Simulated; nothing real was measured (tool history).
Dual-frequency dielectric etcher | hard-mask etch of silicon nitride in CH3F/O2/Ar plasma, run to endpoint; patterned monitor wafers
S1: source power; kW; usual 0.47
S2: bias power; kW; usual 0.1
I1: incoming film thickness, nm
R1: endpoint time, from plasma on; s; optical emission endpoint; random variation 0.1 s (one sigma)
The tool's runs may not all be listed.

| run | hour | S1 | S2 | I1 | R1 |
|---|---|---|---|---|---|
| 1 | 0 | 0.53 | 0.087 | 30.22 | 34.7 |
| 2 | 52.1 | 0.53 | 0.087 | 30.33 | 35 |
| 3 | 99.6 | 0.53 | 0.087 | 30.07 | 34.7 |
| 4 | 165.1 | 0.47 | 0.085 | 30.28 | 38 |
| 5 | 195.9 | 0.47 | 0.085 | 30.33 | 38.3 |
|  | 282.5 | wet clean of the chamber |
| 6 | 283 | 0.47 | 0.085 | 29.86 | 37.5 |
| 7 | 326.8 | 0.47 | 0.09 | 29.6 | 36 |
| 8 | 354.4 | 0.47 | 0.09 | 30.08 | 37 |
| 9 | 399.5 | 0.47 | 0.1 | 30.02 | 35.3 |
| 10 | 445.8 | 0.47 | 0.1 | 29.77 | 34.9 |
| 11 | 630.9 | 0.47 | 0.1 | 30.14 | 35.7 |
|  | 649.9 | bias power generator calibrated |
|  | 668.8 | wet clean of the chamber |
| 12 | 669.3 | 0.47 | 0.1 | 30.27 | 35.5 |
|  | 718.2 | upper electrode replaced |
| 13 | 718.7 | 0.47 | 0.1 | 30.13 | 35.4 |
| 14 | 750.5 | 0.41 | 0.079 | 30.17 | 43.1 |
| 15 | 780.6 | 0.53 | 0.084 | 30.05 | 35.8 |
| 16 | 839.6 | 0.47 | 0.1 | 30.13 | 35.7 |
|  | 879.1 | source power generator calibrated |
| 17 | 905 | 0.47 | 0.083 | 30.63 | 38.1 |
| 18 | 948.9 | 0.4 | 0.108 | 30.03 | 37 |
| 19 | 981.8 | 0.55 | 0.082 | 30.1 | 34.5 |
| 20 | 1027.6 | 0.58 | 0.078 | 30.23 | 34.6 |
| 21 | 1076.5 | 0.51 | 0.107 | 30.18 | 32.4 |
|  | 1131 | wet clean of the chamber |
| 22 | 1131.5 | 0.55 | 0.093 | 30.58 | 33 |
| 23 | 1184 | 0.47 | 0.1 | 30.43 | 34.8 |
| 24 | 1214.5 | 0.47 | 0.085 | 29.81 | 36.8 |
| 25 | 1285 | 0.44 | 0.123 | 30.05 | 32.9 |
| 26 | 1344 | 0.47 | 0.1 | 30.39 | 35.2 |

4 ways to go on from here, each from the tool as it stands after run 26. What would each give?
| A | 1344.4 | 0.47 | 0.1 | 29.92 | ? |
| B | 1344.4 | 0.57 | 0.107 | 29.92 | ? |
| C | 1344.4 | 0.55 | 0.081 | 29.92 | ? |
| D | 1344.4 | 0.54 | 0.088 | 29.92 | ? |

| run | R1 |
|---|---|
| A | 34.5 |
| B | 30 |
| C | 34.5 |
| D | 33.7 |
Without the tool's hidden state the same runs would have given:
| run | R1 |
|---|---|
| A | 34.2 |
| B | 29.8 |
| C | 34.3 |
| D | 33.4 |
